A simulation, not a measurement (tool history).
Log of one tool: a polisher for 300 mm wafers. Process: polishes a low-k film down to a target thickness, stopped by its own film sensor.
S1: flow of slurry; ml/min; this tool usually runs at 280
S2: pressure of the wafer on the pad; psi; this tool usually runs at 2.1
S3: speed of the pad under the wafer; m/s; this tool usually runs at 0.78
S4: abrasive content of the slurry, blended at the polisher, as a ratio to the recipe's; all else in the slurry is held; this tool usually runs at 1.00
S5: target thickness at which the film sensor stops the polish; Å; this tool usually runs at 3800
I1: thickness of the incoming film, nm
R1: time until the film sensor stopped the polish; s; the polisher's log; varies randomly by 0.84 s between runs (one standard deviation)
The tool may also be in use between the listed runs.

Run 1, hour 0.0: usual settings but S1 325 ml/min; I1 414.7. Result: R1 93.8 s.
Run 2, hour 24.3: usual settings but S1 325 ml/min; I1 418.2. Result: R1 104.2 s.
At hour 36.2: worn pad replaced by a new one.
Run 3, hour 53.4: usual settings but S1 325 ml/min; I1 404.0. Result: R1 66.1 s.
Run 4, hour 75.9: usual settings; I1 411.1. Result: R1 85.1 s.
At hour 107.0: worn pad replaced by a new one.
Run 5, hour 107.5: usual settings; I1 410.3. Result: R1 85.8 s.
Run 6, hour 130.4: usual settings but S2 1.7 psi, S5 3770 Å; I1 405.7. Result: R1 101.2 s.
At hour 133.0: head pressure recalibrated.
At hour 152.5: conditioning disc replaced and pad reconditioned.
Run 7, hour 159.8: usual settings but S2 1.7 psi, S5 3770 Å; I1 409.1. Result: R1 112.2 s.
At hour 176.3: worn pad replaced by a new one.
Run 8, hour 194.3: usual settings but S3 0.88 m/s, S4 0.85; I1 413.5. Result: R1 89.7 s.
At hour 208.7: slurry nozzle cleaned.
Run 9, hour 209.2: usual settings but S4 1.10; I1 411.9. Result: R1 83.4 s.
Run 10, hour 227.3: usual settings; I1 411.0. Result: R1 83.0 s.
At hour 230.5: slurry blender recalibrated.
Run 11, hour 242.3: usual settings but S1 310 ml/min, S2 2.7 psi; I1 407.6. Result: R1 57.7 s.
At hour 251.8: worn pad replaced by a new one.
Run 12, hour 272.5: usual settings but S1 215 ml/min, S2 1.5 psi, S4 0.80, S5 3750 Å; I1 417.5. Result: R1 173.2 s.
Run 13, hour 287.7: usual settings but S1 250 ml/min, S3 0.92 m/s, S5 3830 Å; I1 410.5. Result: R1 65.8 s.
At hour 319.8: worn pad replaced by a new one.
Run 14, hour 320.3: usual settings but S1 365 ml/min, S2 1.5 psi, S4 0.85; I1 413.3. Result: R1 128.4 s.
Run 15, hour 335.1: usual settings but S2 2.7 psi; I1 415.0. Result: R1 73.3 s.
Run 16, hour 357.5: usual settings but S1 370 ml/min, S2 1.6 psi; I1 411.9. Result: R1 111.9 s.

Here are 3 independent what-if runs from the current tool condition. What would each one return?
Run A, hour 357.9: usual settings; I1 415.5. Result: R1 ?.
Run B, hour 357.9: usual settings but S1 195 ml/min; I1 415.5. Result: R1 ?.
Run C, hour 357.9: usual settings but S1 335 ml/min, S3 0.58 m/s, S4 1.25, S5 3830 Å; I1 415.5. Result: R1 ?.

run     R1
  A   95.4
  B   99.0
  C  101.3
Had the tool no hidden state, the same runs would have come out as:
run    R1
  A  93.9
  B  97.0
  C  99.9

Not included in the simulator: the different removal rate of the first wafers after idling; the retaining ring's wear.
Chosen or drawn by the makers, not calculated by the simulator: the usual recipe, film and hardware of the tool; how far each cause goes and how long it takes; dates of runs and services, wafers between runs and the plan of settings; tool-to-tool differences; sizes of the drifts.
